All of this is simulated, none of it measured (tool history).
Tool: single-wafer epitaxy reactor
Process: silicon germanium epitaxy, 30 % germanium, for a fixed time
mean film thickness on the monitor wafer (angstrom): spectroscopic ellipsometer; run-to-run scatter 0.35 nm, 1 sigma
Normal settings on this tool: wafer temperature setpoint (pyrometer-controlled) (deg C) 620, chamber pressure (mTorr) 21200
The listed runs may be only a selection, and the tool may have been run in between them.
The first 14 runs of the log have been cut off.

| run | day | wafer temperature setpoint (pyrometer-controlled) (deg C) | chamber pressure (mTorr) | read-back reference wafer on the same gauge, thickness_nm | mean film thickness on the monitor wafer (angstrom) |
|---|---|---|---|---|---|
| 15 | 6.792 | 605 | 22600 | 107.23 | 706.35 |
|  | 7.475 | pyrometer calibrated |
| 16 | 7.925 | 607 | 21200 | 107.247 | 715.97 |
|  | 8.292 | showerhead replaced |
| 17 | 8.325 | 608 | 21200 | 107.406 | 728.27 |
| 18 | 8.879 | 620 | 21200 | 107.328 | 913.94 |
| 19 | 9.158 | 611 | 23600 | 107.443 | 804.64 |
| 20 | 9.562 | 616 | 25000 | 107.245 | 899.93 |
| 21 | 9.871 | 625 | 19300 | 107.217 | 957.5 |
| 22 | 10.267 | 616 | 21200 | 107.461 | 842.75 |
| 23 | 10.879 | 628 | 24800 | 107.132 | 1117.13 |
| 24 | 11.546 | 620 | 21200 | 107.354 | 906.08 |
| 25 | 12.046 | 620 | 21200 | 107.26 | 910.42 |
| 26 | 12.579 | 620 | 21200 | 107.243 | 911.87 |
| 27 | 13.296 | 609 | 23700 | 107.346 | 776.95 |
| 28 | 13.717 | 610 | 18500 | 107.332 | 720.42 |
| 29 | 14.008 | 616 | 19500 | 107.391 | 819.73 |
| 30 | 14.621 | 632 | 25700 | 107.152 | 1211.81 |
| 31 | 15.033 | 607 | 26000 | 107.292 | 775.22 |
| 32 | 15.325 | 626 | 18900 | 107.186 | 967.42 |
| 33 | 16.062 | 634 | 18600 | 107.266 | 1111.74 |
| 34 | 16.742 | 625 | 17300 | 107.244 | 920.67 |

Alternative continuations, all from the tool just after run 34; predict every row:
| A | 16.758 | 620 | 21200 | ? | ? |
| B | 16.758 | 626 | 17100 | ? | ? |
| C | 16.758 | 627 | 23200 | ? | ? |
| D | 16.758 | 631 | 23600 | ? | ? |
| E | 16.758 | 630 | 23300 | ? | ? |

| run | read-back reference wafer on the same gauge, thickness_nm | mean film thickness on the monitor wafer (angstrom) |
|---|---|---|
| A | 107.148 | 902.44 |
| B | 107.148 | 926.14 |
| C | 107.148 | 1057.63 |
| D | 107.148 | 1141.99 |
| E | 107.148 | 1116.73 |
Take away the tool's hidden state, keep each run's random variation, and the runs would have read:
| run | mean film thickness on the monitor wafer (angstrom) |
|---|---|
| A | 902.44 |
| B | 926.14 |
| C | 1057.63 |
| D | 1141.99 |
| E | 1116.73 |
